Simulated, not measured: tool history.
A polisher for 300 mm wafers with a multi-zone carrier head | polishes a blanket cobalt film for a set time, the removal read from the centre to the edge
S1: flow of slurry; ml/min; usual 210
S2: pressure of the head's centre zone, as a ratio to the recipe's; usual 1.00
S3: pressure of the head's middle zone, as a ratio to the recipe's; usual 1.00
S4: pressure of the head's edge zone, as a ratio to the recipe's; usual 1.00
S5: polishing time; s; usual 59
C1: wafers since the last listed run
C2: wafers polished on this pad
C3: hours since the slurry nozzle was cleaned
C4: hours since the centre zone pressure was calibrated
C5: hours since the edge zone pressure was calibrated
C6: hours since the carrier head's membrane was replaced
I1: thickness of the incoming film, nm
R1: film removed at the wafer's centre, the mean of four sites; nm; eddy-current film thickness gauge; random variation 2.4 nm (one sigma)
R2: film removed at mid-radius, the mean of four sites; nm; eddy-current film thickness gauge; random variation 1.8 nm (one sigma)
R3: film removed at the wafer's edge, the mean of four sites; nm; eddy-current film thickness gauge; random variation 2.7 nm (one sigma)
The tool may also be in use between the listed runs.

{"run": 1, "hour": 0.0, "S1": 230, "S2": 1.0, "S3": 1.0, "S4": 1.0, "S5": 59, "C1": 0, "C2": 946, "C3": 478.9, "C4": 1214.8, "C5": 1349.7, "C6": 1005.8, "I1": 1202.2, "R1": 181.7, "R2": 182.9, "R3": 183.9}
{"run": 2, "hour": 6.8, "S1": 210, "S2": 1.0, "S3": 1.0, "S4": 1.0, "S5": 59, "C1": 34, "C2": 981, "C3": 485.7, "C4": 1221.6, "C5": 1356.5, "C6": 1012.6, "I1": 1200.4, "R1": 178.5, "R2": 178.7, "R3": 186.7}
{"run": 3, "hour": 22.9, "S1": 210, "S2": 1.0, "S3": 1.0, "S4": 1.0, "S5": 59, "C1": 82, "C2": 1064, "C3": 501.8, "C4": 1237.7, "C5": 1372.6, "C6": 1028.7, "I1": 1216.4, "R1": 178.4, "R2": 179.8, "R3": 183.2}
{"run": 4, "hour": 37.2, "S1": 210, "S2": 1.0, "S3": 1.03, "S4": 1.0, "S5": 59, "C1": 73, "C2": 1138, "C3": 516.1, "C4": 1252.0, "C5": 1386.9, "C6": 1043.0, "I1": 1178.2, "R1": 180.1, "R2": 180.4, "R3": 183.0}
{"run": 5, "hour": 46.0, "S1": 210, "S2": 1.0, "S3": 1.03, "S4": 1.0, "S5": 59, "C1": 45, "C2": 1183, "C3": 524.9, "C4": 1260.8, "C5": 1395.7, "C6": 1051.8, "I1": 1211.0, "R1": 176.3, "R2": 183.2, "R3": 184.3}
{"hour": 60.9, "done": "worn pad replaced by a new one"}
{"run": 6, "hour": 61.4, "S1": 210, "S2": 1.0, "S3": 1.03, "S4": 1.0, "S5": 59, "C1": 58, "C2": 2, "C3": 540.3, "C4": 1276.2, "C5": 1411.1, "C6": 1067.2, "I1": 1212.9, "R1": 195.5, "R2": 200.8, "R3": 198.2}
{"run": 7, "hour": 65.8, "S1": 210, "S2": 1.0, "S3": 1.0, "S4": 1.0, "S5": 59, "C1": 22, "C2": 25, "C3": 544.7, "C4": 1280.6, "C5": 1415.5, "C6": 1071.6, "I1": 1209.5, "R1": 199.5, "R2": 197.2, "R3": 204.5}
{"run": 8, "hour": 74.1, "S1": 210, "S2": 0.95, "S3": 1.0, "S4": 1.0, "S5": 46, "C1": 42, "C2": 67, "C3": 553.0, "C4": 1288.9, "C5": 1423.8, "C6": 1079.9, "I1": 1181.4, "R1": 148.0, "R2": 152.3, "R3": 156.9}
{"hour": 83.0, "done": "centre zone pressure recalibrated"}
{"run": 9, "hour": 83.5, "S1": 210, "S2": 1.0, "S3": 1.0, "S4": 1.0, "S5": 59, "C1": 38, "C2": 105, "C3": 562.4, "C4": 0.5, "C5": 1433.2, "C6": 1089.3, "I1": 1196.9, "R1": 189.0, "R2": 195.0, "R3": 196.5}
{"run": 10, "hour": 94.2, "S1": 210, "S2": 1.0, "S3": 0.96, "S4": 1.11, "S5": 59, "C1": 54, "C2": 160, "C3": 573.1, "C4": 11.2, "C5": 1443.9, "C6": 1100.0, "I1": 1195.6, "R1": 193.0, "R2": 181.4, "R3": 204.2}
{"hour": 101.4, "done": "slurry nozzle cleaned"}
{"hour": 102.3, "done": "carrier head's membrane replaced by a new one"}
{"run": 11, "hour": 104.9, "S1": 210, "S2": 1.0, "S3": 1.0, "S4": 1.0, "S5": 59, "C1": 44, "C2": 205, "C3": 3.5, "C4": 21.9, "C5": 1454.6, "C6": 2.6, "I1": 1190.6, "R1": 185.1, "R2": 190.6, "R3": 193.7}
{"hour": 107.4, "done": "edge zone pressure recalibrated"}
{"run": 12, "hour": 126.8, "S1": 230, "S2": 1.0, "S3": 1.1, "S4": 1.09, "S5": 49, "C1": 102, "C2": 308, "C3": 25.4, "C4": 43.8, "C5": 19.4, "C6": 24.5, "I1": 1188.9, "R1": 158.1, "R2": 168.9, "R3": 169.4}
{"run": 13, "hour": 137.0, "S1": 155, "S2": 1.0, "S3": 1.0, "S4": 1.0, "S5": 40, "C1": 52, "C2": 360, "C3": 35.6, "C4": 54.0, "C5": 29.6, "C6": 34.7, "I1": 1198.3, "R1": 117.5, "R2": 118.3, "R3": 123.7}
{"run": 14, "hour": 150.7, "S1": 230, "S2": 1.0, "S3": 1.11, "S4": 1.06, "S5": 40, "C1": 70, "C2": 430, "C3": 49.3, "C4": 67.7, "C5": 43.3, "C6": 48.4, "I1": 1200.9, "R1": 128.3, "R2": 136.4, "R3": 129.7}

Hidden state at the last listed run before each entry between runs and at the first one after, where it differs:
Between runs 5 and 6: worn pad replaced by a new one (hour 60.9)
  removal rate lost through wear of the pad, %: 11.8 -> 1.78
  measured less the result without the state, R1: -23.5 -> -3.6 nm; R2: -24.4 -> -3.6 nm; R3: -24.6 -> -3.6 nm
Between runs 8 and 9: centre zone pressure recalibrated (hour 83.0)
  removal rate lost through wear of the pad, %: 3.35 -> 4.39
  measured less the result without the state, R1: -5.1 -> -8.7 nm; R2: -5.3 -> -8.9 nm; R3: -5.4 -> -9.0 nm
Between runs 10 and 11: slurry nozzle cleaned (hour 101.4); carrier head's membrane replaced by a new one (hour 102.3)
  removal rate lost through wear of the pad, %: 5.45 -> 6.4
  measured less the result without the state, R1: -11.1 -> -12.7 nm; R2: -10.4 -> -13.0 nm; R3: -11.7 -> -13.3 nm
Between runs 11 and 12: edge zone pressure recalibrated (hour 107.4)
  removal rate lost through wear of the pad, %: 6.4 -> 8.03
  measured less the result without the state, R1: -12.7 -> -13.8 nm; R2: -13.0 -> -14.8 nm; R3: -13.3 -> -14.8 nm

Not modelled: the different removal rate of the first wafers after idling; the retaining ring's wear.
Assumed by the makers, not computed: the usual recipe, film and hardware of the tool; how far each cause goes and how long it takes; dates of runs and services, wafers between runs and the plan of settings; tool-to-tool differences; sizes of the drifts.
